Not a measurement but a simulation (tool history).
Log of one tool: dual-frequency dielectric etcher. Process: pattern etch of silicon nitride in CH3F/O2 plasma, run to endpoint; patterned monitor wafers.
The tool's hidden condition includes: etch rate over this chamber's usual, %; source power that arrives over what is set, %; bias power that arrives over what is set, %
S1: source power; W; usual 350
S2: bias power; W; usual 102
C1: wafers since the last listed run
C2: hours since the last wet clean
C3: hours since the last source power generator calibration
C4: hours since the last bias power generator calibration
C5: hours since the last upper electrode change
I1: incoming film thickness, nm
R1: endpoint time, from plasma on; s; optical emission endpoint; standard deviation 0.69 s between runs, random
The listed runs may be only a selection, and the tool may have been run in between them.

| run | hour | S1 | S2 | C1 | C2 | C3 | C4 | C5 | I1 | R1 |
|---|---|---|---|---|---|---|---|---|---|---|
| 1 | 0.0 | 350 | 102 | 0 | 80.0 | 2602.2 | 2989.9 | 5386.4 | 112.1 | 109.4 |
| 2 | 64.4 | 300 | 102 | 495 | 144.4 | 2666.6 | 3054.3 | 5450.8 | 112.3 | 114.4 |
| 3 | 91.8 | 300 | 102 | 210 | 171.8 | 2694.0 | 3081.7 | 5478.2 | 112.7 | 114.4 |
| 4 | 132.4 | 350 | 88 | 312 | 212.4 | 2734.6 | 3122.3 | 5518.8 | 112.4 | 114.9 |
| 5 | 171.8 | 350 | 102 | 303 | 251.8 | 2774.0 | 3161.7 | 5558.2 | 112.4 | 107.5 |
| 6 | 207.5 | 350 | 112 | 274 | 287.5 | 2809.7 | 3197.4 | 5593.9 | 112.5 | 103.3 |
| 7 | 245.4 | 350 | 112 | 291 | 325.4 | 2847.6 | 3235.3 | 5631.8 | 112.0 | 102.2 |
| 8 | 272.1 | 350 | 112 | 205 | 352.1 | 2874.3 | 3262.0 | 5658.5 | 111.5 | 100.7 |
| 9 | 324.3 | 320 | 102 | 401 | 404.3 | 2926.5 | 3314.2 | 5710.7 | 113.6 | 110.5 |
|  | 375.1 | wet clean of the chamber |
| 10 | 375.6 | 350 | 102 | 209 | 0.5 | 2977.8 | 3365.5 | 5762.0 | 111.2 | 107.2 |
|  | 432.2 | bias power generator calibrated |
| 11 | 432.7 | 350 | 102 | 408 | 57.6 | 3034.9 | 0.5 | 5819.1 | 112.5 | 108.5 |
|  | 476.3 | upper electrode replaced |
| 12 | 479.3 | 350 | 102 | 173 | 104.2 | 3081.5 | 47.1 | 3.0 | 112.3 | 108.5 |
| 13 | 544.6 | 350 | 102 | 502 | 169.5 | 3146.8 | 112.4 | 68.3 | 112.6 | 106.9 |
| 14 | 583.5 | 320 | 124 | 299 | 208.4 | 3185.7 | 151.3 | 107.2 | 112.1 | 101.4 |
| 15 | 643.7 | 270 | 113 | 463 | 268.6 | 3245.9 | 211.5 | 167.4 | 112.7 | 111.8 |
| 16 | 667.9 | 350 | 102 | 186 | 292.8 | 3270.1 | 235.7 | 191.6 | 111.4 | 104.8 |
|  | 721.2 | wet clean of the chamber |
| 17 | 721.7 | 420 | 110 | 229 | 0.5 | 3323.9 | 289.5 | 245.4 | 113.9 | 100.4 |
| 18 | 728.6 | 300 | 109 | 53 | 7.4 | 3330.8 | 296.4 | 252.3 | 113.1 | 113.3 |
| 19 | 761.2 | 380 | 84 | 250 | 40.0 | 3363.4 | 329.0 | 284.9 | 111.5 | 113.8 |
|  | 787.0 | source power generator calibrated |
| 20 | 831.7 | 350 | 102 | 511 | 110.5 | 44.7 | 399.5 | 355.4 | 111.7 | 107.0 |
| 21 | 885.6 | 400 | 90 | 414 | 164.4 | 98.6 | 453.4 | 409.3 | 111.6 | 107.8 |
| 22 | 927.6 | 350 | 102 | 323 | 206.4 | 140.6 | 495.4 | 451.3 | 111.9 | 107.1 |
| 23 | 958.3 | 350 | 102 | 236 | 237.1 | 171.3 | 526.1 | 482.0 | 112.9 | 106.7 |
| 24 | 1001.7 | 400 | 89 | 333 | 280.5 | 214.7 | 569.5 | 525.4 | 111.7 | 106.0 |

State the hidden condition of the tool at each of the runs:
source power that arrives over what is set, %: 0 in every run
bias power that arrives over what is set, %: 0 in every run
H1: etch rate over this chamber's usual, %
| run | H1 |
|---|---|
| 1 | 0.578 |
| 2 | 1.37 |
| 3 | 1.71 |
| 4 | 2.21 |
| 5 | 2.7 |
| 6 | 3.14 |
| 7 | 3.6 |
| 8 | 3.93 |
| 9 | 4.58 |
| 10 | 0.314 |
| 11 | 1.02 |
| 12 | 1.59 |
| 13 | 2.4 |
| 14 | 2.88 |
| 15 | 3.62 |
| 16 | 3.92 |
| 17 | -0.295 |
| 18 | -0.21 |
| 19 | 0.192 |
| 20 | 1.06 |
| 21 | 1.73 |
| 22 | 2.24 |
| 23 | 2.62 |
| 24 | 3.16 |
